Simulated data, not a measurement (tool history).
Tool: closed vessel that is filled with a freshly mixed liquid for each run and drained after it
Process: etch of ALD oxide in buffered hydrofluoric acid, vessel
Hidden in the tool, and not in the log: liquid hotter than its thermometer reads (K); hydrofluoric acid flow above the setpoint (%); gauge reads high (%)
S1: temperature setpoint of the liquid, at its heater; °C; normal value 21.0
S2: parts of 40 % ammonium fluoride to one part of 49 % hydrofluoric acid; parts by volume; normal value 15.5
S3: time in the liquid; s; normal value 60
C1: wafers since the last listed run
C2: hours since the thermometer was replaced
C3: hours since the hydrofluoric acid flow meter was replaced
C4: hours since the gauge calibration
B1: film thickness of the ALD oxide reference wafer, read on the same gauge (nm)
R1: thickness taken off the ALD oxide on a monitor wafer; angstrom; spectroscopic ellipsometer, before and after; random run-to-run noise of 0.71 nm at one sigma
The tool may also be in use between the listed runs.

{"run": 1, "hour": 0.0, "S1": 21.0, "S2": 15.5, "S3": 60, "C1": 0, "C2": 584.9, "C3": 1020.9, "C4": 382.1, "B1": 50.0, "R1": 899.4}
{"run": 2, "hour": 161.1, "S1": 21.0, "S2": 15.5, "S3": 60, "C1": 17124, "C2": 746.0, "C3": 1182.0, "C4": 543.2, "B1": 49.98, "R1": 903.6}
{"run": 3, "hour": 215.5, "S1": 21.0, "S2": 15.5, "S3": 60, "C1": 5782, "C2": 800.4, "C3": 1236.4, "C4": 597.6, "B1": 50.0, "R1": 903.7}
{"run": 4, "hour": 258.8, "S1": 21.0, "S2": 18.5, "S3": 60, "C1": 4602, "C2": 843.7, "C3": 1279.7, "C4": 640.9, "B1": 49.98, "R1": 763.3}
{"run": 5, "hour": 369.2, "S1": 21.0, "S2": 18.5, "S3": 60, "C1": 11735, "C2": 954.1, "C3": 1390.1, "C4": 751.3, "B1": 49.99, "R1": 773.1}
{"run": 6, "hour": 422.6, "S1": 21.0, "S2": 18.5, "S3": 60, "C1": 5676, "C2": 1007.5, "C3": 1443.5, "C4": 804.7, "B1": 50.0, "R1": 777.5}
{"hour": 440.5, "done": "thermometer replaced"}
{"run": 7, "hour": 473.3, "S1": 21.0, "S2": 15.5, "S3": 60, "C1": 5282, "C2": 32.8, "C3": 1494.2, "C4": 855.4, "B1": 50.01, "R1": 879.3}
{"hour": 496.3, "done": "hydrofluoric acid flow meter replaced"}
{"run": 8, "hour": 520.2, "S1": 23.0, "S2": 15.5, "S3": 60, "C1": 4878, "C2": 79.7, "C3": 23.9, "C4": 902.3, "B1": 50.0, "R1": 988.1}
{"run": 9, "hour": 560.9, "S1": 23.0, "S2": 15.5, "S3": 60, "C1": 4326, "C2": 120.4, "C3": 64.6, "C4": 943.0, "B1": 50.0, "R1": 991.3}
{"run": 10, "hour": 614.8, "S1": 23.0, "S2": 15.5, "S3": 60, "C1": 5729, "C2": 174.3, "C3": 118.5, "C4": 996.9, "B1": 50.01, "R1": 994.7}
{"run": 11, "hour": 672.5, "S1": 21.0, "S2": 15.5, "S3": 60, "C1": 6133, "C2": 232.0, "C3": 176.2, "C4": 1054.6, "B1": 50.01, "R1": 875.5}
{"run": 12, "hour": 722.6, "S1": 19.5, "S2": 15.5, "S3": 60, "C1": 5325, "C2": 282.1, "C3": 226.3, "C4": 1104.7, "B1": 49.96, "R1": 829.2}
{"run": 13, "hour": 775.5, "S1": 21.0, "S2": 15.5, "S3": 60, "C1": 5623, "C2": 335.0, "C3": 279.2, "C4": 1157.6, "B1": 50.04, "R1": 872.4}
{"run": 14, "hour": 813.8, "S1": 17.5, "S2": 14.0, "S3": 60, "C1": 4071, "C2": 373.3, "C3": 317.5, "C4": 1195.9, "B1": 50.0, "R1": 810.0}
{"hour": 856.6, "done": "gauge calibrated"}
{"run": 15, "hour": 858.1, "S1": 21.0, "S2": 21.0, "S3": 85, "C1": 4708, "C2": 417.6, "C3": 361.8, "C4": 1.5, "B1": 50.03, "R1": 954.9}
{"run": 16, "hour": 928.6, "S1": 17.0, "S2": 9.5, "S3": 30, "C1": 7493, "C2": 488.1, "C3": 432.3, "C4": 72.0, "B1": 50.02, "R1": 572.1}
{"run": 17, "hour": 991.9, "S1": 21.0, "S2": 15.5, "S3": 60, "C1": 6728, "C2": 551.4, "C3": 495.6, "C4": 135.3, "B1": 50.02, "R1": 892.1}
{"run": 18, "hour": 1062.1, "S1": 17.0, "S2": 20.5, "S3": 50, "C1": 7461, "C2": 621.6, "C3": 565.8, "C4": 205.5, "B1": 49.96, "R1": 462.5}
{"run": 19, "hour": 1116.7, "S1": 19.0, "S2": 9.5, "S3": 85, "C1": 5803, "C2": 676.2, "C3": 620.4, "C4": 260.1, "B1": 50.01, "R1": 1811.4}
{"run": 20, "hour": 1160.9, "S1": 21.0, "S2": 20.0, "S3": 85, "C1": 4698, "C2": 720.4, "C3": 664.6, "C4": 304.3, "B1": 50.03, "R1": 999.4}
{"run": 21, "hour": 1204.2, "S1": 19.5, "S2": 15.5, "S3": 70, "C1": 4602, "C2": 763.7, "C3": 707.9, "C4": 347.6, "B1": 49.97, "R1": 985.2}
{"run": 22, "hour": 1252.7, "S1": 19.5, "S2": 15.5, "S3": 60, "C1": 5155, "C2": 812.2, "C3": 756.4, "C4": 396.1, "B1": 49.98, "R1": 833.6}
{"run": 23, "hour": 1358.2, "S1": 18.0, "S2": 15.5, "S3": 60, "C1": 11214, "C2": 917.7, "C3": 861.9, "C4": 501.6, "B1": 50.01, "R1": 784.6}
{"run": 24, "hour": 1396.7, "S1": 21.0, "S2": 21.0, "S3": 60, "C1": 4092, "C2": 956.2, "C3": 900.4, "C4": 540.1, "B1": 50.0, "R1": 701.7}
{"run": 25, "hour": 1441.4, "S1": 21.0, "S2": 15.5, "S3": 80, "C1": 4751, "C2": 1000.9, "C3": 945.1, "C4": 584.8, "B1": 50.04, "R1": 1223.3}
{"hour": 1478.2, "done": "thermometer replaced"}
{"run": 26, "hour": 1493.2, "S1": 21.0, "S2": 15.5, "S3": 60, "C1": 5399, "C2": 15.0, "C3": 996.9, "C4": 636.6, "B1": 50.01, "R1": 872.3}
{"run": 27, "hour": 1533.5, "S1": 19.0, "S2": 12.5, "S3": 85, "C1": 4283, "C2": 55.3, "C3": 1037.2, "C4": 676.9, "B1": 49.95, "R1": 1371.7}
{"run": 28, "hour": 1575.8, "S1": 24.5, "S2": 18.0, "S3": 35, "C1": 4496, "C2": 97.6, "C3": 1079.5, "C4": 719.2, "B1": 50.04, "R1": 544.1}
{"run": 29, "hour": 1616.5, "S1": 21.0, "S2": 15.5, "S3": 95, "C1": 4326, "C2": 138.3, "C3": 1120.2, "C4": 759.9, "B1": 49.99, "R1": 1394.4}
{"run": 30, "hour": 1683.1, "S1": 18.0, "S2": 13.0, "S3": 40, "C1": 7079, "C2": 204.9, "C3": 1186.8, "C4": 826.5, "B1": 50.0, "R1": 598.5}
{"run": 31, "hour": 1724.2, "S1": 21.0, "S2": 15.5, "S3": 60, "C1": 4368, "C2": 246.0, "C3": 1227.9, "C4": 867.6, "B1": 49.98, "R1": 895.0}
{"run": 32, "hour": 1766.8, "S1": 21.0, "S2": 15.5, "S3": 60, "C1": 4528, "C2": 288.6, "C3": 1270.5, "C4": 910.2, "B1": 49.97, "R1": 899.8}
{"run": 33, "hour": 1805.9, "S1": 24.0, "S2": 18.0, "S3": 80, "C1": 4156, "C2": 327.7, "C3": 1309.6, "C4": 949.3, "B1": 50.0, "R1": 1221.9}

For each run, what was the tool's unlogged condition?
hydrofluoric acid flow above the setpoint (%): 0 at every run
gauge reads high (%): 0 at every run
H1: liquid hotter than its thermometer reads (K)
run=1 H1=0.505
run=2 H1=0.642
run=3 H1=0.689
run=4 H1=0.726
run=5 H1=0.82
run=6 H1=0.866
run=7 H1=0.0305
run=8 H1=0.0706
run=9 H1=0.105
run=10 H1=0.151
run=11 H1=0.201
run=12 H1=0.244
run=13 H1=0.289
run=14 H1=0.322
run=15 H1=0.359
run=16 H1=0.42
run=17 H1=0.474
run=18 H1=0.534
run=19 H1=0.581
run=20 H1=0.618
run=21 H1=0.655
run=22 H1=0.697
run=23 H1=0.787
run=24 H1=0.82
run=25 H1=0.858
run=26 H1=0.194
run=27 H1=0.229
run=28 H1=0.265
run=29 H1=0.3
run=30 H1=0.357
run=31 H1=0.392
run=32 H1=0.428
run=33 H1=0.462
